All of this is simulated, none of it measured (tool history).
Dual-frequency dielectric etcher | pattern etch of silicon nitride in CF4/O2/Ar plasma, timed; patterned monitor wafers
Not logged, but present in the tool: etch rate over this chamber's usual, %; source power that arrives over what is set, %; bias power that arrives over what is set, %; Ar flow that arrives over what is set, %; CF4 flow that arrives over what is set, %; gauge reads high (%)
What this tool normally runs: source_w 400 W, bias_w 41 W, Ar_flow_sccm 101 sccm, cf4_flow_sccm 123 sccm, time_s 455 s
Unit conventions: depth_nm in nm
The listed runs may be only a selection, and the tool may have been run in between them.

| run | hour | source_w | bias_w | Ar_flow_sccm | cf4_flow_sccm | time_s | wafers since the last listed run | hours since the last wet clean | hours since the last source power generator calibration | hours since the last bias power generator calibration | hours since the last Ar flow controller change | hours since the last CF4 flow controller change | hours since the last upper electrode change | hours since the gauge calibration | read-back reference wafer on the same gauge, depth_nm | depth_nm |
|---|---|---|---|---|---|---|---|---|---|---|---|---|---|---|---|---|
| 1 | 0 | 400 | 41 | 101 | 102 | 455 | 0 | 139.3 | 79.9 | 1948 | 8.6 | 4513 | 5043.7 | 3389.5 | 527.7 | 582.8 |
|  | 17.3 | gauge calibrated |
|  | 41.9 | bias power generator calibrated |
| 2 | 101.5 | 400 | 41 | 101 | 123 | 455 | 326 | 240.8 | 181.4 | 59.6 | 110.1 | 4614.5 | 5145.2 | 84.2 | 561.6 | 636.8 |
| 3 | 154.4 | 400 | 46 | 86 | 123 | 455 | 176 | 293.7 | 234.3 | 112.5 | 163 | 4667.4 | 5198.1 | 137.1 | 561.2 | 682.5 |
| 4 | 212 | 400 | 32 | 86 | 147 | 455 | 192 | 351.3 | 291.9 | 170.1 | 220.6 | 4725 | 5255.7 | 194.7 | 559.4 | 569.7 |
| 5 | 263 | 400 | 41 | 101 | 123 | 455 | 170 | 402.3 | 342.9 | 221.1 | 271.6 | 4776 | 5306.7 | 245.7 | 556.1 | 638.6 |
| 6 | 364.5 | 400 | 41 | 101 | 115 | 362.5 | 339 | 503.8 | 444.4 | 322.6 | 373.1 | 4877.5 | 5408.2 | 347.2 | 553.9 | 502 |
| 7 | 438.7 | 400 | 41 | 90 | 97 | 455 | 248 | 578 | 518.6 | 396.8 | 447.3 | 4951.7 | 5482.4 | 421.4 | 552.2 | 620.8 |
|  | 482.4 | wet clean of the chamber |
| 8 | 544.8 | 400 | 41 | 114 | 123 | 455 | 274 | 62.4 | 624.7 | 502.9 | 553.4 | 5057.8 | 5588.5 | 527.5 | 549.7 | 615.7 |
|  | 596.6 | CF4 flow controller replaced |
| 9 | 613.3 | 400 | 41 | 101 | 123 | 455 | 209 | 130.9 | 693.2 | 571.4 | 621.9 | 16.7 | 5657 | 596 | 548.2 | 619.5 |
| 10 | 701.4 | 400 | 41 | 90 | 153 | 455 | 294 | 219 | 781.3 | 659.5 | 710 | 104.8 | 5745.1 | 684.1 | 546.1 | 641 |
|  | 744.3 | upper electrode replaced |
| 11 | 760.3 | 300 | 41 | 116 | 123 | 410 | 116 | 277.9 | 840.2 | 718.4 | 768.9 | 163.7 | 16 | 743 | 544.2 | 438.6 |
| 12 | 814.4 | 430 | 32 | 123 | 115 | 455 | 180 | 332 | 894.3 | 772.5 | 823 | 217.8 | 70.1 | 797.1 | 544 | 543.8 |
| 13 | 921.7 | 400 | 41 | 101 | 137 | 455 | 358 | 439.3 | 1001.6 | 879.8 | 930.3 | 325.1 | 177.4 | 904.4 | 541 | 625.3 |
| 14 | 982.5 | 400 | 38 | 119 | 100 | 563 | 203 | 500.1 | 1062.4 | 940.6 | 991.1 | 385.9 | 238.2 | 965.2 | 541.8 | 689.9 |
|  | 1071.4 | wet clean of the chamber |
| 15 | 1071.9 | 400 | 41 | 101 | 123 | 455 | 218 | 0.5 | 1151.8 | 1030 | 1080.5 | 475.3 | 327.6 | 1054.6 | 539.3 | 610.3 |
| 16 | 1119.6 | 460 | 50 | 101 | 123 | 455 | 159 | 48.2 | 1199.5 | 1077.7 | 1128.2 | 523 | 375.3 | 1102.3 | 539.1 | 758 |
| 17 | 1157.9 | 400 | 45 | 101 | 94 | 364.5 | 128 | 86.5 | 1237.8 | 1116 | 1166.5 | 561.3 | 413.6 | 1140.6 | 537.4 | 503.3 |
| 18 | 1258.5 | 400 | 41 | 114 | 123 | 455 | 336 | 187.1 | 1338.4 | 1216.6 | 1267.1 | 661.9 | 514.2 | 1241.2 | 537.6 | 601.1 |
| 19 | 1305.9 | 400 | 41 | 101 | 123 | 455 | 158 | 234.5 | 1385.8 | 1264 | 1314.5 | 709.3 | 561.6 | 1288.6 | 535.8 | 614.3 |
| 20 | 1387.4 | 400 | 41 | 101 | 123 | 455 | 272 | 316 | 1467.3 | 1345.5 | 1396 | 790.8 | 643.1 | 1370.1 | 536.2 | 606.2 |
| 21 | 1462.9 | 400 | 38 | 101 | 123 | 455 | 252 | 391.5 | 1542.8 | 1421 | 1471.5 | 866.3 | 718.6 | 1445.6 | 534.9 | 576.9 |

Here are 4 independent what-if runs from the current tool condition. What would each one return?
| A | 1463.4 | 400 | 41 | 101 | 123 | 455 | 1 | 392 | 1543.3 | 1421.5 | 1472 | 866.8 | 719.1 | 1446.1 | ? | ? |
| B | 1463.4 | 320 | 41 | 116 | 109 | 413 | 1 | 392 | 1543.3 | 1421.5 | 1472 | 866.8 | 719.1 | 1446.1 | ? | ? |
| C | 1463.4 | 470 | 35 | 101 | 152 | 397.5 | 1 | 392 | 1543.3 | 1421.5 | 1472 | 866.8 | 719.1 | 1446.1 | ? | ? |
| D | 1463.4 | 400 | 41 | 101 | 134 | 381 | 1 | 392 | 1543.3 | 1421.5 | 1472 | 866.8 | 719.1 | 1446.1 | ? | ? |

| run | read-back reference wafer on the same gauge, depth_nm | depth_nm |
|---|---|---|
| A | 534.1 | 609 |
| B | 534.1 | 455 |
| C | 534.1 | 562 |
| D | 534.1 | 514.4 |
Without the tool's unlogged condition, the same runs would have read:
| run | depth_nm |
|---|---|
| A | 638.8 |
| B | 477.2 |
| C | 589.5 |
| D | 539.5 |
